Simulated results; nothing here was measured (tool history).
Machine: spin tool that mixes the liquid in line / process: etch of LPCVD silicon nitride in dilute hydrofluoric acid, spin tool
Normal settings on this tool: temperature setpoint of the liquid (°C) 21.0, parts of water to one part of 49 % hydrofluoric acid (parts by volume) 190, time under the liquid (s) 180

run    hour  temperature setpoint of the liquid (°C)  parts of water to one part of 49 % hydrofluoric acid (parts by volume)  time under the liquid (s)  wafers since the last listed run  hours since the thermometer was replaced  hours since the hydrofluoric acid flow meter was replaced  hours since the gauge calibration  read-back film thickness of the LPCVD silicon nitride reference wafer, read on the same gauge (nm)  thickness taken off the LPCVD silicon nitride on a monitor wafer (nm)
  1     0.0                                     21.0                                                                     215                        180                                 0                                    2325.7                                                      292.9                             1067.7                                                                                              90.024                                                                  0.336
  2    37.9                                     18.5                                                                     190                        180                               286                                    2363.6                                                      330.8                             1105.6                                                                                              90.003                                                                  0.289
  3    94.0                                     18.5                                                                     190                        180                               424                                    2419.7                                                      386.9                             1161.7                                                                                              90.007                                                                  0.271
  4   172.1                                     18.5                                                                     190                        180                               591                                    2497.8                                                      465.0                             1239.8                                                                                              90.009                                                                  0.267
  5   227.4                                     21.0                                                                     190                        180                               418                                    2553.1                                                      520.3                             1295.1                                                                                              90.009                                                                  0.340
  6   324.1                                     21.0                                                                     165                        180                               732                                    2649.8                                                      617.0                             1391.8                                                                                              89.996                                                                  0.436
  7   382.3                                     21.0                                                                     165                        180                               440                                    2708.0                                                      675.2                             1450.0                                                                                              89.980                                                                  0.383
      542.7  -- hydrofluoric acid flow meter replaced
  8   606.9                                     21.0                                                                     165                        180                              1692                                    2932.6                                                       64.2                             1674.6                                                                                              90.007                                                                  0.414
  9   646.8                                     24.5                                                                     190                        180                               302                                    2972.5                                                      104.1                             1714.5                                                                                              90.004                                                                  0.409
      667.3  -- thermometer replaced
 10   922.9                                     21.0                                                                     190                        180                              2082                                     255.6                                                      380.2                             1990.6                                                                                              89.987                                                                  0.370
 11  1011.1                                     17.0                                                                     255                         90                               667                                     343.8                                                      468.4                             2078.8                                                                                              90.024                                                                  0.107
 12  1060.9                                     18.0                                                                     230                        135                               377                                     393.6                                                      518.2                             2128.6                                                                                              90.011                                                                  0.181
 13  1132.1                                     21.0                                                                     130                        260                               539                                     464.8                                                      589.4                             2199.8                                                                                              89.990                                                                  0.685
 14  1238.8                                     21.0                                                                     230                        180                               807                                     571.5                                                      696.1                             2306.5                                                                                              90.003                                                                  0.278
 15  1324.9                                     21.0                                                                     120                        180                               651                                     657.6                                                      782.2                             2392.6                                                                                              89.995                                                                  0.595
     1363.6  -- hydrofluoric acid flow meter replaced
 16  1414.8                                     25.5                                                                     110                        265                               673                                     747.5                                                       51.2                             2482.5                                                                                              90.003                                                                  1.316
 17  1593.1                                     22.5                                                                     215                        100                              1349                                     925.8                                                      229.5                             2660.8                                                                                              89.997                                                                  0.174
 18  1677.1                                     24.0                                                                     140                        215                               636                                    1009.8                                                      313.5                             2744.8                                                                                              90.011                                                                  0.661
 19  1747.9                                     23.5                                                                     165                        180                               536                                    1080.6                                                      384.3                             2815.6                                                                                              90.013                                                                  0.442
 20  1843.2                                     24.5                                                                     110                        180                               721                                    1175.9                                                      479.6                             2910.9                                                                                              90.010                                                                  0.731
     1859.9  -- gauge calibrated
 21  1945.4                                     21.0                                                                     145                        270                               773                                    1278.1                                                      581.8                               85.5                                                                                              90.000                                                                  0.683
 22  2240.4                                     21.0                                                                     190                        180                              2233                                    1573.1                                                      876.8                              380.5                                                                                              89.990                                                                  0.322
     2258.2  -- hydrofluoric acid flow meter replaced
 23  2307.9                                     17.0                                                                     120                        110                               503                                    1640.6                                                       49.7                              448.0                                                                                              89.991                                                                  0.265
 24  2386.5                                     21.0                                                                     190                        180                               595                                    1719.2                                                      128.3                              526.6                                                                                              89.980                                                                  0.362
 25  2464.9                                     21.0                                                                     225                        180                               593                                    1797.6                                                      206.7                              605.0                                                                                              89.998                                                                  0.292
 26  2565.3                                     25.0                                                                     245                        180                               760                                    1898.0                                                      307.1                              705.4                                                                                              90.012                                                                  0.356
 27  2602.5                                     21.0                                                                     190                        215                               281                                    1935.2                                                      344.3                              742.6                                                                                              90.014                                                                  0.406
 28  2652.8                                     21.0                                                                     145                        180                               380                                    1985.5                                                      394.6                              792.9                                                                                              90.007                                                                  0.486
 29  2727.9                                     17.0                                                                     140                        180                               568                                    2060.6                                                      469.7                              868.0                                                                                              90.013                                                                  0.341
 30  2877.8                                     18.0                                                                     235                        235                              1134                                    2210.5                                                      619.6                             1017.9                                                                                              90.009                                                                  0.313
 31  2926.9                                     21.0                                                                     140                        180                               371                                    2259.6                                                      668.7                             1067.0                                                                                              89.983                                                                  0.460
     3015.1  -- hydrofluoric acid flow meter replaced
 32  3029.7                                     19.5                                                                     190                        260                               770                                    2362.4                                                       14.6                             1169.8                                                                                              89.977                                                                  0.481
 33  3103.4                                     21.0                                                                     280                        180                               558                                    2436.1                                                       88.3                             1243.5                                                                                              89.985                                                                  0.216

For each run, what was the tool's unlogged condition?
liquid hotter than its thermometer reads (K): 0 in every run
hydrofluoric acid flow below the setpoint (%): 0 in every run
gauge reads high (%): 0 in every run
